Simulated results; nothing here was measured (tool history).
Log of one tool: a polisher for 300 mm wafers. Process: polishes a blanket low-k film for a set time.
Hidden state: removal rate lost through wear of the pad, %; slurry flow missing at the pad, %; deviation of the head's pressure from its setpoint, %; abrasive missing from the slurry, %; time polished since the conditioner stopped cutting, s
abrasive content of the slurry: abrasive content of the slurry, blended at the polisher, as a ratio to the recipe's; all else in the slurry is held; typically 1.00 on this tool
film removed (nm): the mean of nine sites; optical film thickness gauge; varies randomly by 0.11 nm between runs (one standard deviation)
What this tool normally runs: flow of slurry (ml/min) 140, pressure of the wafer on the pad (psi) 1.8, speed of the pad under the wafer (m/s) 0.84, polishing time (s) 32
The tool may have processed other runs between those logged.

run	hour	flow of slurry (ml/min)	pressure of the wafer on the pad (psi)	speed of the pad under the wafer (m/s)	abrasive content of the slurry	polishing time (s)	wafers since the last listed run	wafers polished on this pad	hours since the slurry nozzle was cleaned	hours since the head pressure was calibrated	hours since the slurry blender was calibrated	hours since the conditioning disc was replaced	incoming thickness of the incoming film, nm	film removed (nm)
1	0.0	140	1.8	0.84	1.00	32	0	481	342.7	714.7	212.2	57.6	593.7	8.5
2	47.7	140	1.8	0.84	1.00	32	559	1040	390.4	762.4	259.9	105.3	583.7	8.5
# hour 107.1: head pressure recalibrated
3	119.0	140	1.8	0.84	1.00	32	812	1853	461.7	11.9	331.2	176.6	587.8	8.4
# hour 144.2: slurry blender recalibrated
4	159.5	140	1.8	0.84	1.00	32	451	2305	502.2	52.4	15.3	217.1	579.8	8.2
5	208.2	140	1.8	0.84	1.00	32	571	2876	550.9	101.1	64.0	265.8	585.7	8.3
6	253.5	140	1.8	0.96	1.00	32	531	3407	596.2	146.4	109.3	311.1	588.4	9.1
# hour 318.7: worn pad replaced by a new one
7	324.5	140	1.8	0.96	1.00	32	785	67	667.2	217.4	180.3	382.1	599.6	9.1
8	377.2	140	1.8	0.96	1.00	32	618	686	719.9	270.1	233.0	434.8	582.4	8.8
# hour 411.9: conditioning disc replaced and pad reconditioned
9	426.1	140	2.2	0.84	1.00	32	550	1236	768.8	319.0	281.9	14.2	589.8	9.6
10	465.5	140	1.8	1.04	1.05	32	462	1698	808.2	358.4	321.3	53.6	581.9	9.8
# hour 500.7: slurry blender recalibrated
# hour 507.0: slurry nozzle cleaned
# hour 659.3: worn pad replaced by a new one
11	680.8	140	1.8	1.04	1.05	32	2443	252	173.8	573.7	180.1	268.9	586.1	10.4
12	750.5	140	2.1	0.84	1.20	32	817	1070	243.5	643.4	249.8	338.6	594.7	10.7
13	782.6	140	1.8	0.84	1.00	32	376	1446	275.6	675.5	281.9	370.7	588.9	8.5
14	822.3	140	1.8	0.84	0.70	32	465	1912	315.3	715.2	321.6	410.4	596.0	7.2
# hour 844.8: slurry blender recalibrated
# hour 883.0: conditioning disc replaced and pad reconditioned
# hour 900.7: head pressure recalibrated
15	944.7	165	1.8	0.84	1.00	43	1365	3277	437.7	44.0	99.9	61.7	597.9	11.5
16	1006.8	140	2.1	0.84	0.75	37	728	4006	499.8	106.1	162.0	123.8	593.9	9.5
# hour 1030.5: worn pad replaced by a new one
17	1057.3	140	1.8	0.84	1.00	32	545	314	550.3	156.6	212.5	174.3	587.0	8.0
18	1105.0	185	1.8	0.84	1.00	32	559	873	598.0	204.3	260.2	222.0	584.0	8.5
19	1169.6	165	1.8	0.84	1.30	32	757	1631	662.6	268.9	324.8	286.6	581.5	9.3
# hour 1176.4: slurry nozzle cleaned
# hour 1182.0: slurry blender recalibrated
20	1234.9	140	1.3	0.84	1.00	24	730	2362	58.5	334.2	52.9	351.9	591.8	4.7
21	1286.6	140	1.2	0.84	1.00	32	606	2968	110.2	385.9	104.6	403.6	588.9	5.7
22	1311.2	140	1.8	0.84	1.00	42	288	3257	134.8	410.5	129.2	428.2	592.3	11.3
23	1377.2	140	1.8	0.84	1.00	32	774	4031	200.8	476.5	195.2	494.2	601.8	8.5
# hour 1398.9: worn pad replaced by a new one
24	1409.3	140	1.8	0.84	1.00	32	329	121	232.9	508.6	227.3	526.3	594.5	8.4
25	1442.0	140	2.1	0.84	0.75	37	383	505	265.6	541.3	260.0	559.0	586.3	10.2
# hour 1460.3: conditioning disc replaced and pad reconditioned
# hour 1533.6: slurry blender recalibrated
26	1598.1	155	1.8	0.84	1.00	32	1784	2289	421.7	697.4	64.5	137.8	595.1	8.4

Each row is a separate what-if for the run after 26, all from the same tool condition, not one after another. Results?
A	1598.5	140	1.4	0.84	1.00	32	4	2294	422.1	697.8	64.9	138.2	586.2	?
B	1598.5	140	2.1	0.84	1.00	32	4	2294	422.1	697.8	64.9	138.2	586.2	?
C	1598.5	115	1.8	1.12	1.10	32	4	2294	422.1	697.8	64.9	138.2	586.2	?

run	film removed (nm)
A	6.4
B	9.7
C	10.4
Had the tool no hidden state, the same runs would have come out as:
run	film removed (nm)
A	6.9
B	10.3
C	11.2
